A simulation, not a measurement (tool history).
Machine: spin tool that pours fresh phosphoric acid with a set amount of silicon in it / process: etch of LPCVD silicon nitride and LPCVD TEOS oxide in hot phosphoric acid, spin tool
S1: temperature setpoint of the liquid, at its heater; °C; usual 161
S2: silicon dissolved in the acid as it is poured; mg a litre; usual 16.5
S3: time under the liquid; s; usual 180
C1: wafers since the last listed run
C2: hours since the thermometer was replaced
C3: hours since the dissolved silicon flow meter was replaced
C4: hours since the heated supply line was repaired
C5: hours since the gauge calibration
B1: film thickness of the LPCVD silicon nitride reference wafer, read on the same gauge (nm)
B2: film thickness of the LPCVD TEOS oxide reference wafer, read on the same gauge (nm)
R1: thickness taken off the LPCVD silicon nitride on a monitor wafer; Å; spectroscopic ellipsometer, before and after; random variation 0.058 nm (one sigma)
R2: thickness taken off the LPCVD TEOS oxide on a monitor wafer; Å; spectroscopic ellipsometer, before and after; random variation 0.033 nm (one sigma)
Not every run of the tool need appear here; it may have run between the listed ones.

run    hour     S1    S2   S3    C1      C2     C3      C4      C5     B1       B2     R1     R2
  1       0    161  10.5  265     0   121.1  145.3    2267   960.7  49.41  118.594  260.6   9.47
  2    94.4    161  10.5  265   488   215.5  239.7  2361.4  1055.1  49.36  118.435  259.4  10.35
  3   158.1    161  16.5  180   329   279.2  303.4  2425.1  1118.8  49.32  118.332  176.3   6.19
  4   233.7    161  16.5  280   391   354.8    379  2500.7  1194.4  49.25  118.162  275.7   9.28
      466.5  -- heated supply line repaired
  5   554.9    158  24.5  180  1658     676  700.2    88.4  1515.6  49.03  117.611  157.8   3.71
  6   623.6    161    20   90   355   744.7  768.9   157.1  1584.3  48.95  117.504   87.8   2.49
  7   697.6    164  16.5  180   383   818.7  842.9   231.1  1658.3  48.91  117.395  193.1   7.33
  8   745.5    161  16.5  180   248   866.6  890.8     279  1706.2  48.87  117.279  174.7   5.63
      773.4  -- dissolved silicon flow meter replaced
  9   824.4  159.5  11.5   90   403   945.5     51   357.9  1785.1  48.82  117.116   82.9   3.26
 10   913.3    163  10.5  130   460  1034.4  139.9   446.8    1874  48.73  116.951  135.7   5.35
 11    1001    164    12  220   454  1122.1  227.6   534.5  1961.7  48.67  116.831  235.4   9.38
     1002.3  -- thermometer replaced
 12  1041.3    163  16.5   70   203      39  267.9   574.8    2002  48.66  116.735   72.4   2.62
 13  1120.8    161  16.5   80   411   118.5  347.4   654.3  2081.5   48.6  116.634   77.5   2.55
     1196.1  -- gauge calibrated
 14  1226.6    164    25  180   547   224.3  453.2   760.1    30.5  49.64  119.143  195.5   5.33
 15  1270.9    161  16.5  180   229   268.6  497.5   804.4    74.8  49.63  119.092  177.4   6.32
 16  1347.1    163  16.5  180   394   344.8  573.7   880.6     151  49.55  118.988  189.1   6.91
 17  1424.4    161    10  125   400   422.1    651   957.9   228.3  49.48  118.799    123   4.86
 18  1522.1    161  16.5  210   505   519.8  748.7  1055.6     326  49.44   118.64  205.5   7.09
       1582  -- dissolved silicon flow meter replaced
 19  1593.6    162    23  230   365   591.3   11.6  1127.1   397.5  49.38  118.458    234    5.8
 20    1654    163  16.5   70   312   651.7     72  1187.5   457.9  49.36  118.401   73.2   2.79
 21  1707.3    164  26.5  100   276     705  125.3  1240.8   511.2  49.31  118.315  108.6   2.81
 22  1772.8    160   4.5   70   339   770.5  190.8  1306.3   576.7  49.23  118.192   66.3   2.67
 23  1859.1    162  16.5  180   446   856.8  277.1  1392.6     663   49.2  118.025  182.6   6.77

3 options for the next run, each taken on its own from the tool as it stands now. Forecast them:
  A  1859.6  163.5  16.5  180   2  857.3  277.6  1393.1  663.5   ?   ?   ?   ?
  B  1859.6    161    25  180   2  857.3  277.6  1393.1  663.5   ?   ?   ?   ?
  C  1859.6    161    24  145   2  857.3  277.6  1393.1  663.5   ?   ?   ?   ?

run    B1       B2     R1    R2
  A  49.2  117.997  192.3  7.32
  B  49.2  117.997    177  4.75
  C  49.2  117.997  142.5  3.96
With the hidden condition removed and each run's random variation left untouched, the same runs would have given:
run     R1    R2
  A  195.5  7.45
  B  179.9  4.83
  C  144.9  4.02
